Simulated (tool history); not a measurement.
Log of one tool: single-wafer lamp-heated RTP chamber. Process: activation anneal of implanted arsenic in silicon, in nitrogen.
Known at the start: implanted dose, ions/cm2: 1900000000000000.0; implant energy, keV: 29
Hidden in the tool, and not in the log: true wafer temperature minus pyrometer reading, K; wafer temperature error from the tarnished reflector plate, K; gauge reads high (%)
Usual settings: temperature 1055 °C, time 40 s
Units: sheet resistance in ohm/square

| run | hour | temperature | time | wafers since the last listed run | wafers since the last pyrometer calibration | wafers since the reflector plate was cleaned | hours since the gauge calibration | read-back reference wafer on the same gauge, sheet resistance | sheet resistance |
|---|---|---|---|---|---|---|---|---|---|
| 1 | 0 | 1055 | 40 | 0 | 5212 | 382 | 658.2 | 67.38 | 81.48 |
|  | 11.7 | pyrometer window cleaned and pyrometer calibrated |
| 2 | 39.2 | 1055 | 40 | 537 | 473 | 919 | 697.4 | 67.41 | 81.54 |
| 3 | 143.4 | 1055 | 40 | 1794 | 2268 | 2713 | 801.6 | 67.4 | 81.18 |
|  | 333 | reflector plate cleaned |
| 4 | 396.9 | 1073 | 40 | 4227 | 6495 | 1100 | 1055.1 | 67.44 | 76.99 |
|  | 419.6 | pyrometer window cleaned and pyrometer calibrated |
| 5 | 477 | 1073 | 40 | 1241 | 988 | 2342 | 1135.2 | 67.35 | 76.92 |
| 6 | 532.3 | 1066 | 40 | 952 | 1940 | 3294 | 1190.5 | 67.45 | 78.36 |
| 7 | 578.8 | 1055 | 40 | 800 | 2741 | 4095 | 1237 | 67.41 | 80.86 |
| 8 | 664.9 | 1055 | 40 | 1482 | 4223 | 5577 | 1323.1 | 67.41 | 80.8 |
|  | 709.5 | reflector plate cleaned |
| 9 | 746.5 | 1055 | 40 | 1267 | 5490 | 636 | 1404.7 | 67.41 | 81.51 |
| 10 | 793.5 | 1055 | 40 | 809 | 6300 | 1445 | 1451.7 | 67.36 | 81.02 |
|  | 825.6 | pyrometer window cleaned and pyrometer calibrated |
|  | 873.9 | gauge calibrated |
| 11 | 894.5 | 1055 | 40 | 1601 | 1186 | 3047 | 20.6 | 67.38 | 81.22 |
| 12 | 985.6 | 1055 | 54 | 1568 | 2754 | 4615 | 111.7 | 67.49 | 77.57 |
| 13 | 1083.3 | 1045 | 32 | 1682 | 4436 | 6298 | 209.4 | 67.4 | 86.05 |
|  | 1098.6 | reflector plate cleaned |
| 14 | 1175.3 | 1037 | 57 | 1446 | 5883 | 1319 | 301.4 | 67.47 | 82.13 |
| 15 | 1217.3 | 1055 | 61 | 723 | 6606 | 2043 | 343.4 | 67.4 | 76.91 |
|  | 1231.1 | pyrometer window cleaned and pyrometer calibrated |
| 16 | 1302.5 | 1055 | 40 | 1329 | 1228 | 3372 | 428.6 | 67.44 | 80.96 |
| 17 | 1339.2 | 1077 | 64 | 631 | 1860 | 4004 | 465.3 | 67.35 | 71.24 |
| 18 | 1441.2 | 1026 | 23 | 1756 | 3616 | 5760 | 567.3 | 67.4 | 95.91 |
|  | 1546.4 | reflector plate cleaned |
| 19 | 1549.2 | 1025 | 52 | 1721 | 5338 | 47 | 675.3 | 67.42 | 87.63 |
|  | 1599.2 | pyrometer window cleaned and pyrometer calibrated |
| 20 | 1645.9 | 1055 | 40 | 1527 | 804 | 1574 | 772 | 67.39 | 80.92 |
| 21 | 1722.9 | 1069 | 21 | 1325 | 2130 | 2900 | 849 | 67.42 | 84.83 |
| 22 | 1828 | 1055 | 18 | 1809 | 3940 | 4710 | 954.1 | 67.45 | 90.5 |

Forecast each of these 4 alternatives for the next run:
| A | 1828.4 | 1055 | 40 | 6 | 3947 | 4717 | 954.5 | ? | ? |
| B | 1828.4 | 1055 | 50 | 6 | 3947 | 4717 | 954.5 | ? | ? |
| C | 1828.4 | 1031 | 24 | 6 | 3947 | 4717 | 954.5 | ? | ? |
| D | 1828.4 | 1084 | 19 | 6 | 3947 | 4717 | 954.5 | ? | ? |

| run | read-back reference wafer on the same gauge, sheet resistance | sheet resistance |
|---|---|---|
| A | 67.41 | 80.63 |
| B | 67.41 | 78.18 |
| C | 67.41 | 94.36 |
| D | 67.41 | 81.48 |
Without the tool's hidden state the same runs would have given:
| run | sheet resistance |
|---|---|
| A | 81.31 |
| B | 78.81 |
| C | 95.21 |
| D | 82.1 |
